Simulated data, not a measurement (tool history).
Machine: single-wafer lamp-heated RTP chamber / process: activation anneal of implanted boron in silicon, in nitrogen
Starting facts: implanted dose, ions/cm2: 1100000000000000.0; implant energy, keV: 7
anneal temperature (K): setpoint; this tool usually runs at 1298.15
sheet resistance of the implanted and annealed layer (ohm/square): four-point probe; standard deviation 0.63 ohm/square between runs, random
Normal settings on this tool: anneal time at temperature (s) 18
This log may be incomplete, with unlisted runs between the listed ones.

run,hour,anneal temperature (K),anneal time at temperature (s),wafers since the last listed run,wafers since the last pyrometer calibration,wafers since the reflector plate was cleaned,hours since the gauge calibration,"read-back reference wafer on the same gauge, sheet resistance",sheet resistance of the implanted and annealed layer (ohm/square)
1,0,1298.15,12,0,291,1867,92.4,136.92,143.38
2,17.8,1298.15,21,309,600,2176,110.2,136.98,137.95
3,28.2,1298.15,21,180,781,2357,120.6,137.01,137.86
4,36,1298.15,21,135,916,2492,128.4,137.12,139.64
5,47.5,1298.15,18,199,1116,2692,139.9,137.02,139.97
6,64.3,1298.15,18,291,1408,2984,156.7,137.03,139.56
7,74.4,1298.15,23,175,1583,3159,166.8,137.04,136.55
8,91.4,1298.15,23,295,1878,3455,183.8,137.01,135.79
9,105.9,1298.15,18,251,2130,3707,198.3,136.98,138.87
# hour 121.4: pyrometer window cleaned and pyrometer calibrated
10,122.4,1298.15,18,147,17,3854,214.8,136.97,138.42
11,132.3,1316.15,26,171,189,4026,224.7,137.17,127.78
12,138.5,1322.15,18,107,296,4134,230.9,136.91,128.61
# hour 141.3: gauge calibrated
13,148.5,1298.15,11,173,470,4308,7.2,137.13,144.34
14,161.7,1272.15,15,229,699,4537,20.4,137,152.3
15,178.7,1270.15,26,295,995,4832,37.4,137.02,146.69
16,196.7,1298.15,9,312,1307,5145,55.4,136.91,143.71
17,209.4,1324.15,18,220,1528,5365,68.1,137.05,127.03
18,226.3,1320.15,8,293,1821,5659,85,137.02,136.6
# hour 239.6: reflector plate cleaned
# hour 243.7: pyrometer window cleaned and pyrometer calibrated
19,244.2,1307.15,8,102,9,9,102.9,137.1,144.52
20,260.4,1298.15,18,281,290,290,119.1,136.91,140.68
21,313.3,1282.15,18,918,1209,1209,172,136.97,146.16
22,322.6,1298.15,18,161,1371,1371,181.3,136.97,140.66
23,331.9,1306.15,18,161,1532,1532,190.6,136.95,135.87
24,348.9,1298.15,18,295,1827,1827,207.6,136.98,139.39

Below are 5 alternative next runs, each starting from the tool's condition after run 24. Predict each:
A,349.3,1290.15,18,6,1834,1834,208,?,?
B,349.3,1322.15,29,6,1834,1834,208,?,?
C,349.3,1278.15,14,6,1834,1834,208,?,?
D,349.3,1284.15,11,6,1834,1834,208,?,?
E,349.3,1284.15,8,6,1834,1834,208,?,?

run,"read-back reference wafer on the same gauge, sheet resistance",sheet resistance of the implanted and annealed layer (ohm/square)
A,136.98,144.72
B,136.98,125.96
C,136.98,152.46
D,136.98,151.89
E,136.98,155.27
Without the tool's unlogged condition, the same runs would have read:
run,sheet resistance of the implanted and annealed layer (ohm/square)
A,146.67
B,127.47
C,154.69
D,154.05
E,157.61

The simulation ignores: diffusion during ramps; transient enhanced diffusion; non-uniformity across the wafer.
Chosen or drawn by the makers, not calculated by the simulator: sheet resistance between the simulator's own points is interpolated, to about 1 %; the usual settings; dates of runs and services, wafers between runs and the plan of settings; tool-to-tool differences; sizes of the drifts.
